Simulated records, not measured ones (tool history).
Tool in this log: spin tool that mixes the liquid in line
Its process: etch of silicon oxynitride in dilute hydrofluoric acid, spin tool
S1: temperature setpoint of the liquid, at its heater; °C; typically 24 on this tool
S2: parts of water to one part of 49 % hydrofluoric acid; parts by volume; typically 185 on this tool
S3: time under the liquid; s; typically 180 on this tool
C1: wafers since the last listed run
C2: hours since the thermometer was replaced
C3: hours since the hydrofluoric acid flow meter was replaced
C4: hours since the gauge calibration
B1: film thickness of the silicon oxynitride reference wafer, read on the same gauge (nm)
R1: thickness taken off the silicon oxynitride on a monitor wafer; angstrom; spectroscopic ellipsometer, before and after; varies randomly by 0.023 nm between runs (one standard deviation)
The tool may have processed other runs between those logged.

run	hour	S1	S2	S3	C1	C2	C3	C4	B1	R1
1	0	24	185	180	0	1514.6	848.4	221.8	100.031	26.87
2	14.6	24	235	180	96	1529.2	863	236.4	99.975	20.39
3	21.7	24	235	180	46	1536.3	870.1	243.5	99.997	20.34
4	35.5	26	120	180	91	1550.1	883.9	257.3	100.019	47.79
5	52.1	26	120	180	109	1566.7	900.5	273.9	99.993	47.7
6	58.5	26	120	180	42	1573.1	906.9	280.3	100.033	47.78
7	65.4	24	185	180	45	1580	913.8	287.2	100.012	26.89
8	74.3	24	185	180	58	1588.9	922.7	296.1	100	27.24
9	85.7	20	185	180	75	1600.3	934.1	307.5	99.988	22.36
10	94.8	24	165	180	60	1609.4	943.2	316.6	99.986	30.9
11	102.8	24	165	180	52	1617.4	951.2	324.6	100.011	30.39
12	112.6	24	165	180	64	1627.2	961	334.4	99.985	30.77
13	122.4	24	185	180	64	1637	970.8	344.2	100.007	26.92
14	137.1	24	185	180	96	1651.7	985.5	358.9	99.996	27.09
15	146.8	24	125	280	63	1661.4	995.2	368.6	100.016	65.14
16	162.9	26	185	180	106	1677.5	1011.3	384.7	99.999	30.17
# hour 165.2: thermometer replaced
17	175.4	24	255	90	75	10.2	1023.8	397.2	99.973	9.44
# hour 178.5: hydrofluoric acid flow meter replaced
18	185.2	26	260	285	58	20	6.7	407	99.981	33.74
19	200.8	24	185	180	102	35.6	22.3	422.6	99.99	29.34
20	209	26.5	270	270	54	43.8	30.5	430.8	99.989	30.9
21	226.8	24	185	180	117	61.6	48.3	448.6	100.03	29.64
22	244	25.5	275	135	113	78.8	65.5	465.8	99.984	14.8
# hour 253.4: gauge calibrated
23	255	24	215	180	72	89.8	76.5	1.6	99.994	24.84
24	261.6	24	100	180	43	96.4	83.1	8.2	100.013	57.06
25	274.3	24	185	90	83	109.1	95.8	20.9	99.987	14.74
# hour 278.6: hydrofluoric acid flow meter replaced, repeated, since the last time left the tool worse
26	284.5	24	185	180	60	119.3	5.9	31.1	100.004	25.07
27	294.7	28.5	185	180	67	129.5	16.1	41.3	100.001	30.74
28	301.7	24	185	180	46	136.5	23.1	48.3	99.995	25.09
29	337.7	22	225	260	237	172.5	59.1	84.3	100.007	26.18
30	344.9	24	110	80	47	179.7	66.3	91.5	100.015	19.76
31	361.5	24	185	180	109	196.3	82.9	108.1	99.98	24.82
32	371.2	24	185	180	63	206	92.6	117.8	99.986	25.33

What was the tool's hidden state at every run in the log?
liquid hotter than its thermometer reads (K): 0, the same for each run
gauge reads high (%): 0, the same for each run
H1: hydrofluoric acid flow above the setpoint (%)
run	H1
1	7.26
2	7.36
3	7.41
4	7.51
5	7.62
6	7.67
7	7.71
8	7.78
9	7.85
10	7.92
11	7.97
12	8.04
13	8.11
14	8.21
15	8.28
16	8.39
17	8.48
18	15
19	15.1
20	15.1
21	15.3
22	15.4
23	15.4
24	15.5
25	15.6
26	0.535
27	0.606
28	0.654
29	0.904
30	0.954
31	1.07
32	1.14
